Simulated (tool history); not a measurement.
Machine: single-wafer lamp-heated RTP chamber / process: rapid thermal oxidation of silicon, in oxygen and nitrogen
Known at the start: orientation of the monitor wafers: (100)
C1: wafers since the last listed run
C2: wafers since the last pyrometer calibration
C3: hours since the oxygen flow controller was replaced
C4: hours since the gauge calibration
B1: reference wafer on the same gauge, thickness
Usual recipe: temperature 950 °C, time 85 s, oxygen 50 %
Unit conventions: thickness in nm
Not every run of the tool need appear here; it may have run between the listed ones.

{"run": 1, "hour": 0.0, "temperature": 933, "time": 85, "oxygen": 50, "C1": 0, "C2": 3522, "C3": 5013.1, "C4": 163.4, "B1": 4.087, "thickness": 3.408}
{"hour": 43.3, "done": "pyrometer window cleaned and pyrometer calibrated"}
{"run": 2, "hour": 71.9, "temperature": 972, "time": 85, "oxygen": 60, "C1": 333, "C2": 149, "C3": 5085.0, "C4": 235.3, "B1": 4.089, "thickness": 4.643}
{"run": 3, "hour": 122.6, "temperature": 972, "time": 85, "oxygen": 60, "C1": 264, "C2": 414, "C3": 5135.7, "C4": 286.0, "B1": 4.093, "thickness": 4.637}
{"run": 4, "hour": 184.6, "temperature": 950, "time": 85, "oxygen": 50, "C1": 323, "C2": 738, "C3": 5197.7, "C4": 348.0, "B1": 4.097, "thickness": 3.763}
{"run": 5, "hour": 272.4, "temperature": 950, "time": 66, "oxygen": 50, "C1": 458, "C2": 1197, "C3": 5285.5, "C4": 435.8, "B1": 4.102, "thickness": 3.422}
{"run": 6, "hour": 376.4, "temperature": 950, "time": 85, "oxygen": 57, "C1": 543, "C2": 1740, "C3": 5389.5, "C4": 539.8, "B1": 4.11, "thickness": 3.934}
{"hour": 448.7, "done": "oxygen flow controller replaced"}
{"run": 7, "hour": 474.4, "temperature": 950, "time": 85, "oxygen": 57, "C1": 470, "C2": 2210, "C3": 25.7, "C4": 637.8, "B1": 4.113, "thickness": 3.905}
{"run": 8, "hour": 516.7, "temperature": 950, "time": 85, "oxygen": 50, "C1": 220, "C2": 2431, "C3": 68.0, "C4": 680.1, "B1": 4.116, "thickness": 3.811}
{"run": 9, "hour": 616.8, "temperature": 950, "time": 85, "oxygen": 50, "C1": 522, "C2": 2954, "C3": 168.1, "C4": 780.2, "B1": 4.121, "thickness": 3.78}
{"run": 10, "hour": 675.1, "temperature": 970, "time": 126, "oxygen": 50, "C1": 304, "C2": 3259, "C3": 226.4, "C4": 838.5, "B1": 4.126, "thickness": 5.145}
{"run": 11, "hour": 711.7, "temperature": 969, "time": 113, "oxygen": 37, "C1": 191, "C2": 3450, "C3": 263.0, "C4": 875.1, "B1": 4.124, "thickness": 4.431}
{"hour": 741.5, "done": "pyrometer window cleaned and pyrometer calibrated"}
{"hour": 790.9, "done": "gauge calibrated"}
{"run": 12, "hour": 798.2, "temperature": 962, "time": 85, "oxygen": 64, "C1": 410, "C2": 296, "C3": 349.5, "C4": 7.3, "B1": 4.07, "thickness": 4.367}
{"run": 13, "hour": 859.7, "temperature": 950, "time": 85, "oxygen": 50, "C1": 321, "C2": 617, "C3": 411.0, "C4": 68.8, "B1": 4.072, "thickness": 3.753}
{"run": 14, "hour": 899.4, "temperature": 940, "time": 85, "oxygen": 67, "C1": 207, "C2": 824, "C3": 450.7, "C4": 108.5, "B1": 4.073, "thickness": 3.806}
{"run": 15, "hour": 1000.8, "temperature": 959, "time": 52, "oxygen": 61, "C1": 529, "C2": 1354, "C3": 552.1, "C4": 209.9, "B1": 4.082, "thickness": 3.497}
{"run": 16, "hour": 1046.4, "temperature": 950, "time": 85, "oxygen": 40, "C1": 238, "C2": 1592, "C3": 597.7, "C4": 255.5, "B1": 4.081, "thickness": 3.54}
{"run": 17, "hour": 1083.5, "temperature": 950, "time": 56, "oxygen": 50, "C1": 193, "C2": 1786, "C3": 634.8, "C4": 292.6, "B1": 4.086, "thickness": 3.225}
{"run": 18, "hour": 1171.7, "temperature": 950, "time": 85, "oxygen": 50, "C1": 460, "C2": 2247, "C3": 723.0, "C4": 380.8, "B1": 4.09, "thickness": 3.774}

4 options for the next run, each taken on its own from the tool as it stands now. Forecast them:
{"run": "A", "hour": 1172.2, "temperature": 950, "time": 85, "oxygen": 50, "C1": 2, "C2": 2250, "C3": 723.5, "C4": 381.3, "B1": "?", "thickness": "?"}
{"run": "B", "hour": 1172.2, "temperature": 974, "time": 72, "oxygen": 50, "C1": 2, "C2": 2250, "C3": 723.5, "C4": 381.3, "B1": "?", "thickness": "?"}
{"run": "C", "hour": 1172.2, "temperature": 950, "time": 120, "oxygen": 50, "C1": 2, "C2": 2250, "C3": 723.5, "C4": 381.3, "B1": "?", "thickness": "?"}
{"run": "D", "hour": 1172.2, "temperature": 960, "time": 85, "oxygen": 32, "C1": 2, "C2": 2250, "C3": 723.5, "C4": 381.3, "B1": "?", "thickness": "?"}

run=A B1=4.088 thickness=3.766
run=B B1=4.088 thickness=4.141
run=C B1=4.088 thickness=4.317
run=D B1=4.088 thickness=3.548
Stripped of hidden state, with their random variation kept, the same runs would have yielded:
run=A thickness=3.747
run=B thickness=4.121
run=C thickness=4.295
run=D thickness=3.530

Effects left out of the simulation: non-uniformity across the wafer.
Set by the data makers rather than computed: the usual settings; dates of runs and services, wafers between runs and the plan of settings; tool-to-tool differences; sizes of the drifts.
